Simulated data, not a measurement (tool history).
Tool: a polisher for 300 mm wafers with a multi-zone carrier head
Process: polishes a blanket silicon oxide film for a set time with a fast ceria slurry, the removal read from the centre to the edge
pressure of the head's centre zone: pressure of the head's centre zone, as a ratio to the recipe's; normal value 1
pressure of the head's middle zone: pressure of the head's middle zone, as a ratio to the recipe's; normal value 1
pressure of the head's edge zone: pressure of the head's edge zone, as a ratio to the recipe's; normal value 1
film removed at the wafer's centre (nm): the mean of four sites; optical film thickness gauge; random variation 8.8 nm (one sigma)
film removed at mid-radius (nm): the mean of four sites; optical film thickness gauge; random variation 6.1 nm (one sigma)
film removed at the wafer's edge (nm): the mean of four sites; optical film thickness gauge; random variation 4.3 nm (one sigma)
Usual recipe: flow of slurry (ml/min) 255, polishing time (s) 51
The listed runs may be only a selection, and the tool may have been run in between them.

run	hour	flow of slurry (ml/min)	pressure of the head's centre zone	pressure of the head's middle zone	pressure of the head's edge zone	polishing time (s)	incoming thickness of the incoming film, nm	film removed at the wafer's centre (nm)	film removed at mid-radius (nm)	film removed at the wafer's edge (nm)
1	0	255	1	0.91	1.05	62	2365.9	750.4	680.3	783.9
# hour 19.7: centre zone pressure recalibrated
# hour 30.8: edge zone pressure recalibrated
2	37	255	1	1	1	51	2382	623.7	604.7	624.1
3	96.9	255	1	1	1	51	2425.6	605.6	612.2	624.4
# hour 98.8: slurry nozzle cleaned
4	144.6	255	1	1.05	1	51	2384.6	597.9	629.6	621.9
5	216	185	1	1	1.04	51	2368.7	607.8	586.2	618.4
# hour 235.3: carrier head's membrane replaced by a new one
6	264.6	290	1	1	0.88	40	2417.2	496.4	471	467.5
7	321.2	325	1	1.04	0.91	51	2361.9	631.6	633.5	609
8	359.1	315	1.05	0.91	1.09	51	2403	656	555.6	670
9	386.1	255	1	1.06	1	69	2383.2	828.2	850.1	839.4
10	426.3	165	1	0.94	0.95	57	2409.7	652.3	602.6	653.1
11	474.8	255	1	1	1	51	2362.4	619.8	603.4	624.9
# hour 503.4: centre zone pressure recalibrated
# hour 523.2: worn pad replaced by a new one
12	536.1	225	1	0.92	1	51	2411	622.9	556.4	621.5
13	564.9	255	0.92	1	1	51	2360.4	557.9	595.2	612.1
# hour 585.9: slurry nozzle cleaned
14	635.3	255	1	1.03	1.12	35	2402.7	415.9	435.1	456.1
15	665.7	255	1	1.09	0.92	57	2370.2	685.4	724.4	675.5
16	690	255	1	1	1	51	2427.7	631.3	600.9	626.4
17	720.1	335	1	0.96	1	51	2396.5	641.4	603.4	633.3
18	768.4	255	1	1	1	51	2392.8	634.6	610	627
19	927.1	255	0.89	1	1	62	2349	659.2	733	768.9
# hour 939.9: edge zone pressure recalibrated
20	969.5	310	1.11	1.09	0.97	51	2404.4	685.8	649.3	622
# hour 996.4: centre zone pressure recalibrated
21	998.4	255	1.09	1	1	51	2359.4	678.5	610.3	626.7

Exercise: give the hidden state of the tool at every run:
removal rate lost through wear of the pad, %: 0, the same for each run
slurry flow missing at the pad, %: 0, the same for each run
deviation of the centre zone's pressure from its setpoint, %: 0, the same for each run
deviation of the edge zone's pressure from its setpoint, %: 0, the same for each run

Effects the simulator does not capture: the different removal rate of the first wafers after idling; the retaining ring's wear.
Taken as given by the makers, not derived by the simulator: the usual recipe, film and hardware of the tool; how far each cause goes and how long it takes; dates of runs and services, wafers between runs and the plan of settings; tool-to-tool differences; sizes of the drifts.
